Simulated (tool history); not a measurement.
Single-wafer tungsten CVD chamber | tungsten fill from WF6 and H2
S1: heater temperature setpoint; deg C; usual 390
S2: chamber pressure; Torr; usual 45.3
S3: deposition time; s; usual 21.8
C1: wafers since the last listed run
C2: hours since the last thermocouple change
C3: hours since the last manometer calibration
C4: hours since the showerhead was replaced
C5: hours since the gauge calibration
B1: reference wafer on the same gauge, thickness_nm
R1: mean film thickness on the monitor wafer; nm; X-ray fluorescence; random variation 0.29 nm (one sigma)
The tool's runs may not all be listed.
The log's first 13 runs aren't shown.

run   hour   S1    S2    S3    C1     C2      C3     C4     C5      B1      R1
 14  312.5  390  45.3  21.8   235   79.7  1231.7   95.6  789.6  77.461  67.086
     322.9  -- capacitance manometer re-zeroed and calibrated
 15  333.0  390  53.6  24.3   229  100.2    10.1  116.1  810.1  77.424  78.604
 16  351.0  401  45.3  23.1   330  118.2    28.1  134.1  828.1  77.470  85.306
 17  421.7  386  41.4  24.2  1299  188.9    98.8  204.8  898.8  77.489  67.005
 18  451.6  405  45.3  21.8   549  218.8   128.7  234.7  928.7  77.456  86.073
     473.3  -- gauge calibrated
 19  527.9  398  49.4  20.3  1402  295.1   205.0  311.0   54.6  76.336  71.957
 20  546.6  390  53.6  24.6   343  313.8   223.7  329.7   73.3  76.504  78.454
 21  560.8  390  49.6  17.5   260  328.0   237.9  343.9   87.5  76.382  54.214
 22  594.6  390  45.3  21.8   621  361.8   271.7  377.7  121.3  76.579  65.750
 23  628.9  390  45.3  21.8   630  396.1   306.0  412.0  155.6  76.620  66.321
 24  648.9  390  45.3  21.8   367  416.1   326.0  432.0  175.6  76.755  66.151
 25  671.1  401  45.3  23.1   407  438.3   348.2  454.2  197.8  76.780  84.174
 26  699.3  381  48.3  17.5   518  466.5   376.4  482.4  226.0  76.931  46.603
 27  724.7  378  45.3  21.8   466  491.9   401.8  507.8  251.4  77.028  53.848
 28  738.6  398  49.6  19.6   255  505.8   415.7  521.7  265.3  76.922  69.912
 29  772.6  386  38.1  20.0   624  539.8   449.7  555.7  299.3  77.046  53.601
 30  794.2  395  40.5  19.7   396  561.4   471.3  577.3  320.9  77.079  62.772
 31  826.8  390  45.3  21.8   599  594.0   503.9  609.9  353.5  77.128  67.084

The next listed run, before its measurement:
 32  846.1  390  49.6  17.5  354  613.3  523.2  629.2  372.8   ?   ?

Run 32 gave B1 77.090, R1 55.034 nm.
Without the tool's hidden state the same run would have given R1 54.346 nm.

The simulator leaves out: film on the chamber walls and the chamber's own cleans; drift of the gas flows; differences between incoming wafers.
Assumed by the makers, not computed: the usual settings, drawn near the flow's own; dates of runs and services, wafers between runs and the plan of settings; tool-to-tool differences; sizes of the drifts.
